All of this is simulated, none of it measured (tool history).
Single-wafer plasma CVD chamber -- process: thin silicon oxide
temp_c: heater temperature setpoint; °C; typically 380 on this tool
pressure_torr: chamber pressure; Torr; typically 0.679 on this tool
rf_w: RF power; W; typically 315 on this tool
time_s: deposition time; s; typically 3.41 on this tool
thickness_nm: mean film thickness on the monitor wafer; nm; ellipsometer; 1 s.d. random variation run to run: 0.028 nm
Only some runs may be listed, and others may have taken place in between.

run,hour,temp_c,pressure_torr,rf_w,time_s,"read-back reference wafer on the same gauge, thickness_nm",thickness_nm
1,0.0,380,0.679,280,3.41,5.632,5.888
2,56.6,375,0.679,315,3.41,5.629,6.091
3,99.2,375,0.679,315,3.41,5.631,6.152
4,161.6,375,0.679,315,3.41,5.632,6.139
5,242.6,380,0.679,315,3.41,5.637,6.059
6,283.0,380,0.679,315,3.41,5.625,6.120
7,388.2,380,0.679,315,3.41,5.624,6.147
8,485.5,380,0.679,315,3.41,5.630,6.149
9,554.5,380,0.679,315,3.73,5.629,6.703
10,614.6,380,0.679,315,3.41,5.630,6.103
11,713.5,380,0.679,280,3.41,5.631,5.973
# hour 748.5: gauge calibrated
12,762.2,380,0.679,365,3.66,5.631,6.811
# hour 832.7: thermocouple changed; heater temperature recalibrated
13,836.3,374,0.723,345,2.82,5.630,5.454
14,923.8,385,0.795,295,4.08,5.629,8.026
15,1018.4,380,0.679,315,3.73,5.630,6.702
16,1082.7,380,0.830,315,3.41,5.633,7.061
17,1133.5,380,0.679,315,3.08,5.631,5.579
18,1236.1,380,0.679,335,3.41,5.632,6.249
# hour 1286.1: showerhead replaced
19,1333.4,374,0.723,345,2.82,5.631,5.447
# hour 1348.4: capacitance manometer re-zeroed and calibrated
20,1410.8,380,0.679,315,3.41,5.631,5.830
# hour 1449.8: RF generator calibrated
21,1484.5,380,0.679,315,3.41,5.633,5.860
22,1585.7,380,0.679,315,4.07,5.632,7.039
23,1684.1,393,0.617,315,3.69,5.630,5.929
24,1790.6,380,0.679,340,2.81,5.631,5.051
25,1844.9,391,0.679,315,4.02,5.630,7.001
26,1930.1,366,0.557,340,2.84,5.630,4.475
27,2030.7,387,0.679,315,3.63,5.633,6.342
28,2098.2,380,0.679,315,3.41,5.629,6.003

What if the next run were any one of these 5? Each begins from the tool's condition after run 28:
A,2098.6,380,0.679,350,3.41,?,?
B,2098.6,390,0.679,255,3.41,?,?
C,2098.6,380,0.679,260,3.41,?,?
D,2098.6,384,0.841,250,3.67,?,?
E,2098.6,380,0.679,315,2.73,?,?

run,"read-back reference wafer on the same gauge, thickness_nm",thickness_nm
A,5.632,6.194
B,5.632,5.721
C,5.632,5.781
D,5.632,7.120
E,5.632,4.839
Take away the tool's hidden state, keep each run's random variation, and the runs would have read:
run,thickness_nm
A,5.996
B,5.538
C,5.596
D,6.911
E,4.684

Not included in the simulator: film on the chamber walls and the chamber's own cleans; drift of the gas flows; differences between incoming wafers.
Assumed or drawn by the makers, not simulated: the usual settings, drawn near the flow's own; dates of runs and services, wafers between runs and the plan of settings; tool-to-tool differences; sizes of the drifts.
